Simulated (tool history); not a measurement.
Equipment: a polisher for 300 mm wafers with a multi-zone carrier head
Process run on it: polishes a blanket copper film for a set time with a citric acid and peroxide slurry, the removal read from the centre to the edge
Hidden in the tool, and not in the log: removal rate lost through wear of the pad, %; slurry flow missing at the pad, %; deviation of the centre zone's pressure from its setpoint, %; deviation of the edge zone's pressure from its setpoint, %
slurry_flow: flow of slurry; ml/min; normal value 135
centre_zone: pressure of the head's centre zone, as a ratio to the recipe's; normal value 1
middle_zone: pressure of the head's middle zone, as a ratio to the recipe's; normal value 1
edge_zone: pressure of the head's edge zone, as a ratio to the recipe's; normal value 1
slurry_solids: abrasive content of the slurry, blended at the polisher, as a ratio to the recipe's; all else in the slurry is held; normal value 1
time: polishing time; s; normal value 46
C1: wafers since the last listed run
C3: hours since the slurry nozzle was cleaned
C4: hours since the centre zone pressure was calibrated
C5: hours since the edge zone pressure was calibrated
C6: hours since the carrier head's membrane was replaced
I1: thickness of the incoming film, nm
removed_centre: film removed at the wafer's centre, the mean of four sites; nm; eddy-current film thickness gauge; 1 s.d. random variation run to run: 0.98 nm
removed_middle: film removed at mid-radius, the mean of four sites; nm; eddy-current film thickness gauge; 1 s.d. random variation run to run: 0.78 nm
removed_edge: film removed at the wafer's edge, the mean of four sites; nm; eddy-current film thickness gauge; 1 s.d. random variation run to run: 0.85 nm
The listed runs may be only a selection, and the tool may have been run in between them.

{"run": 1, "hour": 0.0, "slurry_flow": 135, "centre_zone": 1, "middle_zone": 1, "edge_zone": 1, "slurry_solids": 1, "time": 46, "C1": 0, "wafers polished on this pad": 1297, "C3": 363.5, "C4": 316.6, "C5": 80.5, "C6": 1748.7, "I1": 1078, "removed_centre": 94.5, "removed_middle": 96.9, "removed_edge": 99.4}
{"run": 2, "hour": 32.1, "slurry_flow": 135, "centre_zone": 1, "middle_zone": 1, "edge_zone": 1, "slurry_solids": 1, "time": 46, "C1": 252, "wafers polished on this pad": 1550, "C3": 395.6, "C4": 348.7, "C5": 112.6, "C6": 1780.8, "I1": 1066.5, "removed_centre": 94.9, "removed_middle": 95.7, "removed_edge": 100.3}
{"run": 3, "hour": 68.8, "slurry_flow": 135, "centre_zone": 1, "middle_zone": 1, "edge_zone": 1, "slurry_solids": 1, "time": 46, "C1": 288, "wafers polished on this pad": 1838, "C3": 432.3, "C4": 385.4, "C5": 149.3, "C6": 1817.5, "I1": 1083.8, "removed_centre": 93.8, "removed_middle": 96.1, "removed_edge": 99.8}
{"run": 4, "hour": 105.7, "slurry_flow": 110, "centre_zone": 1, "middle_zone": 1.09, "edge_zone": 1, "slurry_solids": 1, "time": 46, "C1": 290, "wafers polished on this pad": 2129, "C3": 469.2, "C4": 422.3, "C5": 186.2, "C6": 1854.4, "I1": 1076.6, "removed_centre": 88.9, "removed_middle": 99.8, "removed_edge": 98.1}
{"hour": 153.9, "done": "carrier head's membrane replaced by a new one"}
{"run": 5, "hour": 170.2, "slurry_flow": 135, "centre_zone": 1, "middle_zone": 0.97, "edge_zone": 1, "slurry_solids": 1, "time": 32, "C1": 467, "wafers polished on this pad": 2596, "C3": 533.7, "C4": 486.8, "C5": 250.7, "C6": 16.3, "I1": 1065, "removed_centre": 64.7, "removed_middle": 65.9, "removed_edge": 69.6}
{"hour": 204.9, "done": "worn pad replaced by a new one"}
{"run": 6, "hour": 227.1, "slurry_flow": 135, "centre_zone": 0.94, "middle_zone": 1, "edge_zone": 1, "slurry_solids": 0.7, "time": 46, "C1": 415, "wafers polished on this pad": 174, "C3": 590.6, "C4": 543.7, "C5": 307.6, "C6": 73.2, "I1": 1063.4, "removed_centre": 83.6, "removed_middle": 92.8, "removed_edge": 96.5}
{"run": 7, "hour": 294.3, "slurry_flow": 135, "centre_zone": 1, "middle_zone": 1, "edge_zone": 1, "slurry_solids": 1, "time": 46, "C1": 528, "wafers polished on this pad": 703, "C3": 657.8, "C4": 610.9, "C5": 374.8, "C6": 140.4, "I1": 1059, "removed_centre": 90.7, "removed_middle": 96.7, "removed_edge": 100.4}
{"hour": 332.8, "done": "slurry nozzle cleaned"}
{"run": 8, "hour": 362.1, "slurry_flow": 135, "centre_zone": 1, "middle_zone": 1, "edge_zone": 1, "slurry_solids": 1.15, "time": 46, "C1": 525, "wafers polished on this pad": 1228, "C3": 29.3, "C4": 678.7, "C5": 442.6, "C6": 208.2, "I1": 1072.9, "removed_centre": 93.8, "removed_middle": 98.1, "removed_edge": 100.4}
{"run": 9, "hour": 414.7, "slurry_flow": 135, "centre_zone": 1, "middle_zone": 1, "edge_zone": 1, "slurry_solids": 1, "time": 46, "C1": 413, "wafers polished on this pad": 1641, "C3": 81.9, "C4": 731.3, "C5": 495.2, "C6": 260.8, "I1": 1069, "removed_centre": 93.3, "removed_middle": 95.2, "removed_edge": 100.8}
{"run": 10, "hour": 439.0, "slurry_flow": 135, "centre_zone": 1, "middle_zone": 1, "edge_zone": 1, "slurry_solids": 1.15, "time": 46, "C1": 191, "wafers polished on this pad": 1833, "C3": 106.2, "C4": 755.6, "C5": 519.5, "C6": 285.1, "I1": 1048.8, "removed_centre": 92.8, "removed_middle": 97.8, "removed_edge": 101.7}
{"hour": 466.6, "done": "edge zone pressure recalibrated"}
{"run": 11, "hour": 516.7, "slurry_flow": 135, "centre_zone": 1, "middle_zone": 1.07, "edge_zone": 0.91, "slurry_solids": 0.9, "time": 46, "C1": 595, "wafers polished on this pad": 2428, "C3": 183.9, "C4": 833.3, "C5": 50.1, "C6": 362.8, "I1": 1068.8, "removed_centre": 90.7, "removed_middle": 100.4, "removed_edge": 94.7}
{"hour": 536.3, "done": "centre zone pressure recalibrated"}
{"hour": 549.4, "done": "worn pad replaced by a new one"}
{"run": 12, "hour": 561.7, "slurry_flow": 135, "centre_zone": 0.95, "middle_zone": 1.07, "edge_zone": 1, "slurry_solids": 0.8, "time": 46, "C1": 306, "wafers polished on this pad": 96, "C3": 228.9, "C4": 25.4, "C5": 95.1, "C6": 407.8, "I1": 1077.1, "removed_centre": 81.3, "removed_middle": 99.7, "removed_edge": 97.3}
{"run": 13, "hour": 631.8, "slurry_flow": 135, "centre_zone": 0.93, "middle_zone": 1, "edge_zone": 1, "slurry_solids": 0.7, "time": 46, "C1": 551, "wafers polished on this pad": 648, "C3": 299, "C4": 95.5, "C5": 165.2, "C6": 477.9, "I1": 1057.5, "removed_centre": 75.6, "removed_middle": 93, "removed_edge": 96.3}
{"run": 14, "hour": 766.1, "slurry_flow": 135, "centre_zone": 1.07, "middle_zone": 1, "edge_zone": 1.05, "slurry_solids": 1.25, "time": 56, "C1": 1056, "wafers polished on this pad": 1704, "C3": 433.3, "C4": 229.8, "C5": 299.5, "C6": 612.2, "I1": 1064.7, "removed_centre": 117, "removed_middle": 120.5, "removed_edge": 128.4}
{"run": 15, "hour": 819.6, "slurry_flow": 135, "centre_zone": 0.9, "middle_zone": 1, "edge_zone": 1, "slurry_solids": 1, "time": 62, "C1": 420, "wafers polished on this pad": 2124, "C3": 486.8, "C4": 283.3, "C5": 353, "C6": 665.7, "I1": 1064.9, "removed_centre": 103.6, "removed_middle": 128.6, "removed_edge": 135.2}
{"hour": 858.7, "done": "worn pad replaced by a new one"}
{"run": 16, "hour": 886.3, "slurry_flow": 135, "centre_zone": 1, "middle_zone": 1, "edge_zone": 1, "slurry_solids": 1, "time": 46, "C1": 493, "wafers polished on this pad": 216, "C3": 553.5, "C4": 350, "C5": 419.7, "C6": 732.4, "I1": 1083.8, "removed_centre": 86, "removed_middle": 96.2, "removed_edge": 99.8}
{"run": 17, "hour": 923.7, "slurry_flow": 160, "centre_zone": 1, "middle_zone": 0.96, "edge_zone": 1, "slurry_solids": 1.15, "time": 35, "C1": 294, "wafers polished on this pad": 511, "C3": 590.9, "C4": 387.4, "C5": 457.1, "C6": 769.8, "I1": 1075.6, "removed_centre": 67.2, "removed_middle": 74.6, "removed_edge": 80.5}
{"hour": 939.4, "done": "centre zone pressure recalibrated, repeated, since the last time left the tool worse"}
{"hour": 971.3, "done": "slurry nozzle cleaned"}
{"run": 18, "hour": 987.9, "slurry_flow": 135, "centre_zone": 1, "middle_zone": 1, "edge_zone": 1, "slurry_solids": 1, "time": 46, "C1": 481, "wafers polished on this pad": 992, "C3": 16.6, "C4": 48.5, "C5": 521.3, "C6": 834, "I1": 1072.2, "removed_centre": 98.4, "removed_middle": 96.2, "removed_edge": 99.4}
{"hour": 1021.5, "done": "edge zone pressure recalibrated"}
{"run": 19, "hour": 1057.9, "slurry_flow": 135, "centre_zone": 1, "middle_zone": 1, "edge_zone": 1, "slurry_solids": 1, "time": 59, "C1": 534, "wafers polished on this pad": 1526, "C3": 86.6, "C4": 118.5, "C5": 36.4, "C6": 904, "I1": 1044.8, "removed_centre": 125.6, "removed_middle": 123.7, "removed_edge": 128.5}
{"run": 20, "hour": 1120.3, "slurry_flow": 135, "centre_zone": 1, "middle_zone": 1, "edge_zone": 1, "slurry_solids": 1, "time": 46, "C1": 490, "wafers polished on this pad": 2017, "C3": 149, "C4": 180.9, "C5": 98.8, "C6": 966.4, "I1": 1081.4, "removed_centre": 95.7, "removed_middle": 96.3, "removed_edge": 100.4}
{"run": 21, "hour": 1162.2, "slurry_flow": 100, "centre_zone": 1.1, "middle_zone": 0.93, "edge_zone": 1.12, "slurry_solids": 1, "time": 46, "C1": 329, "wafers polished on this pad": 2347, "C3": 190.9, "C4": 222.8, "C5": 140.7, "C6": 1008.3, "I1": 1064.8, "removed_centre": 96.5, "removed_middle": 86.1, "removed_edge": 100.7}

Forecast each of these 4 alternatives for the next run:
{"run": "A", "hour": 1162.6, "slurry_flow": 135, "centre_zone": 1, "middle_zone": 1, "edge_zone": 1, "slurry_solids": 1, "time": 46, "C1": 3, "wafers polished on this pad": 2350, "C3": 191.3, "C4": 223.2, "C5": 141.1, "C6": 1008.7, "I1": 1079.4, "removed_centre": "?", "removed_middle": "?", "removed_edge": "?"}
{"run": "B", "hour": 1162.6, "slurry_flow": 110, "centre_zone": 1, "middle_zone": 1, "edge_zone": 1, "slurry_solids": 1, "time": 57, "C1": 3, "wafers polished on this pad": 2350, "C3": 191.3, "C4": 223.2, "C5": 141.1, "C6": 1008.7, "I1": 1079.4, "removed_centre": "?", "removed_middle": "?", "removed_edge": "?"}
{"run": "C", "hour": 1162.6, "slurry_flow": 155, "centre_zone": 1.04, "middle_zone": 1, "edge_zone": 1, "slurry_solids": 1.15, "time": 46, "C1": 3, "wafers polished on this pad": 2350, "C3": 191.3, "C4": 223.2, "C5": 141.1, "C6": 1008.7, "I1": 1079.4, "removed_centre": "?", "removed_middle": "?", "removed_edge": "?"}
{"run": "D", "hour": 1162.6, "slurry_flow": 135, "centre_zone": 0.96, "middle_zone": 1.07, "edge_zone": 1, "slurry_solids": 0.75, "time": 37, "C1": 3, "wafers polished on this pad": 2350, "C3": 191.3, "C4": 223.2, "C5": 141.1, "C6": 1008.7, "I1": 1079.4, "removed_centre": "?", "removed_middle": "?", "removed_edge": "?"}

run=A removed_centre=96.4 removed_middle=96.3 removed_edge=100.2
run=B removed_centre=114.3 removed_middle=114.7 removed_edge=120.8
run=C removed_centre=104.8 removed_middle=100.3 removed_edge=103.7
run=D removed_centre=72 removed_middle=79.4 removed_edge=77.9
Without the tool's unlogged condition, the same runs would have read:
run=A removed_centre=98 removed_middle=96.3 removed_edge=100.2
run=B removed_centre=116.2 removed_middle=114.7 removed_edge=120.8
run=C removed_centre=106.6 removed_middle=100.3 removed_edge=103.7
run=D removed_centre=73.3 removed_middle=79.4 removed_edge=77.9
